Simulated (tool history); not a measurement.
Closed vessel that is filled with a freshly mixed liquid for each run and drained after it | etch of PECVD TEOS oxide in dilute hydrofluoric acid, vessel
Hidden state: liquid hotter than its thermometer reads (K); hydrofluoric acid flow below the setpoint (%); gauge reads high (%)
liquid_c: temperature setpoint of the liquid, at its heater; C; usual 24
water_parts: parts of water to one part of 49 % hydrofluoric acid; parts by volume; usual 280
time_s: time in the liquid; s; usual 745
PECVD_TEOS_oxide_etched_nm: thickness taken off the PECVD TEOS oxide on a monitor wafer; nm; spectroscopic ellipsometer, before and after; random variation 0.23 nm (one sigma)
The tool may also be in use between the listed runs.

run	hour	liquid_c	water_parts	time_s	wafers since the last listed run	hours since the thermometer was replaced	hours since the hydrofluoric acid flow meter was replaced	hours since the gauge calibration	read-back film thickness of the PECVD TEOS oxide reference wafer, read on the same gauge (nm)	PECVD_TEOS_oxide_etched_nm
1	0	24	280	745	0	2107	460.9	851.7	99.98	35.75
2	28.2	24	280	745	1088	2135.2	489.1	879.9	99.99	35.67
3	58.5	24	280	745	1169	2165.5	519.4	910.2	100.01	35.67
4	85.5	24	280	745	1042	2192.5	546.4	937.2	100	36.03
# hour 90.3: gauge calibrated
5	103.8	24	280	745	706	2210.8	564.7	13.5	100	35.59
6	126.7	24	280	465	883	2233.7	587.6	36.4	99.98	22.12
7	145	24	280	465	706	2252	605.9	54.7	99.99	22.07
8	159.5	24	280	465	559	2266.5	620.4	69.2	99.98	22.24
# hour 178.7: hydrofluoric acid flow meter replaced
9	179.2	24	280	745	721	2286.2	0.5	88.9	100	37.28
# hour 198.9: thermometer replaced
10	204.2	24	280	745	926	5.3	25.5	113.9	99.99	34.71
11	233.9	24	280	745	1146	35	55.2	143.6	100	34.74
12	248.5	24	280	745	563	49.6	69.8	158.2	100	34.59
13	275.2	24	355	745	1030	76.3	96.5	184.9	99.99	25.36
14	300.4	29	280	745	972	101.5	121.7	210.1	99.99	40.35
15	320.8	24	280	745	787	121.9	142.1	230.5	99.99	34.27
16	339.4	26	280	745	717	140.5	160.7	249.1	99.98	37.33
17	354.4	29	345	470	578	155.5	175.7	264.1	99.97	19.55
18	373.1	24	280	745	721	174.2	194.4	282.8	100	34.61
19	393.9	24	280	1005	802	195	215.2	303.6	100.01	45.73
20	425.8	22.5	200	360	1231	226.9	247.1	335.5	99.99	24.2
21	452	24	160	745	1011	253.1	273.3	361.7	100	68.17
22	471.8	24	280	745	764	272.9	293.1	381.5	100	34.58
23	496.3	22.5	280	935	945	297.4	317.6	406	99.99	41.03
24	520.1	24	280	570	918	321.2	341.4	429.8	100.01	26.16
25	546.8	24	320	745	1030	347.9	368.1	456.5	99.97	28.97
26	581.2	27.5	280	390	1327	382.3	402.5	490.9	100	20.36
27	613	22.5	350	325	1227	414.1	434.3	522.7	100.01	10.48
28	685.6	24	160	745	2802	486.7	506.9	595.3	99.99	67.39
29	717.4	24	280	745	1227	518.5	538.7	627.1	100.01	34.1
30	746.6	21.5	240	450	1127	547.7	567.9	656.3	100	22.81
31	776	24	280	1105	1134	577.1	597.3	685.7	100.02	50.3
32	812	27	375	1110	1389	613.1	633.3	721.7	100	37.93
# hour 814.1: hydrofluoric acid flow meter replaced
33	824.3	20.5	280	745	436	625.4	10.2	734	100	31.2
34	854.7	22	395	610	1173	655.8	40.6	764.4	100	17.27

The tool's hidden state at each run:
gauge reads high (%): 0 in every run
H1: liquid hotter than its thermometer reads (K)
H2: hydrofluoric acid flow below the setpoint (%)
run	H1	H2
1	2.14	2.59
2	2.17	2.74
3	2.2	2.91
4	2.23	3.06
5	2.25	3.16
6	2.27	3.28
7	2.29	3.38
8	2.3	3.46
9	2.32	0.0586
10	0.426	0.195
11	0.455	0.357
12	0.469	0.437
13	0.495	0.583
14	0.519	0.72
15	0.539	0.831
16	0.557	0.933
17	0.572	1.01
18	0.59	1.12
19	0.61	1.23
20	0.641	1.4
21	0.666	1.55
22	0.685	1.66
23	0.709	1.79
24	0.732	1.92
25	0.758	2.07
26	0.792	2.25
27	0.823	2.43
28	0.893	2.82
29	0.924	3
30	0.952	3.16
31	0.981	3.32
32	1.02	3.51
33	1.03	0.244
34	1.06	0.41
